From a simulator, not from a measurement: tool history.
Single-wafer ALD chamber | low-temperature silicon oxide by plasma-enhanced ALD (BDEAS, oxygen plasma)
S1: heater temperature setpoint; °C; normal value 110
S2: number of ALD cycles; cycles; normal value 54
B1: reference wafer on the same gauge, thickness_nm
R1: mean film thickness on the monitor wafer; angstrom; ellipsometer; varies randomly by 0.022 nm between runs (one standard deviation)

Run 1, hour 0: usual settings; B1 7.19. Result: R1 78.3 angstrom.
Run 2, hour 37.6: usual settings; B1 7.192. Result: R1 78.67 angstrom.
Run 3, hour 85.9: usual settings; B1 7.193. Result: R1 78.44 angstrom.
Run 4, hour 170.3: usual settings but S2 47 cycles; B1 7.196. Result: R1 68.21 angstrom.
At hour 253.4: gauge calibrated.
Run 5, hour 266.8: usual settings but S1 104 °C; B1 7.068. Result: R1 77.67 angstrom.
Run 6, hour 414: usual settings but S1 104 °C; B1 7.115. Result: R1 78.41 angstrom.
Run 7, hour 458.9: usual settings; B1 7.125. Result: R1 77.58 angstrom.
Run 8, hour 519.2: usual settings; B1 7.139. Result: R1 78 angstrom.
Run 9, hour 574.4: usual settings but S1 99 °C, S2 57 cycles; B1 7.143. Result: R1 83.97 angstrom.
Run 10, hour 659.7: usual settings but S1 104 °C; B1 7.159. Result: R1 79.23 angstrom.
Run 11, hour 722.1: usual settings; B1 7.158. Result: R1 78.35 angstrom.
Run 12, hour 758.1: usual settings but S1 97 °C, S2 65 cycles; B1 7.164. Result: R1 96.53 angstrom.
Run 13, hour 845.8: usual settings but S2 43 cycles; B1 7.165. Result: R1 62.68 angstrom.
At hour 934.6: gauge calibrated.
Run 14, hour 940.2: usual settings but S1 119 °C; B1 7.071. Result: R1 76.15 angstrom.
At hour 950: thermocouple changed; heater temperature recalibrated.
Run 15, hour 1134.7: usual settings but S1 106 °C, S2 59 cycles; B1 7.129. Result: R1 85.18 angstrom.
Run 16, hour 1207.3: usual settings but S1 115 °C, S2 60 cycles; B1 7.14. Result: R1 85.6 angstrom.

5 ways to go on from here, each from the tool as it stands after run 16. What would each give?
Run A, hour 1207.8: usual settings; B1 ?. Result: R1 ?.
Run B, hour 1207.8: usual settings but S1 123 °C; B1 ?. Result: R1 ?.
Run C, hour 1207.8: usual settings but S1 117 °C, S2 51 cycles; B1 ?. Result: R1 ?.
Run D, hour 1207.8: usual settings but S2 44 cycles; B1 ?. Result: R1 ?.
Run E, hour 1207.8: usual settings but S1 118 °C; B1 ?. Result: R1 ?.

run     B1     R1
  A  7.136  78.21
  B  7.136  76.56
  C  7.136  73.03
  D  7.136  63.72
  E  7.136  77.19
Without the tool's unlogged condition, the same runs would have read:
run     R1
  A  77.44
  B  75.81
  C  72.31
  D   63.1
  E  76.44
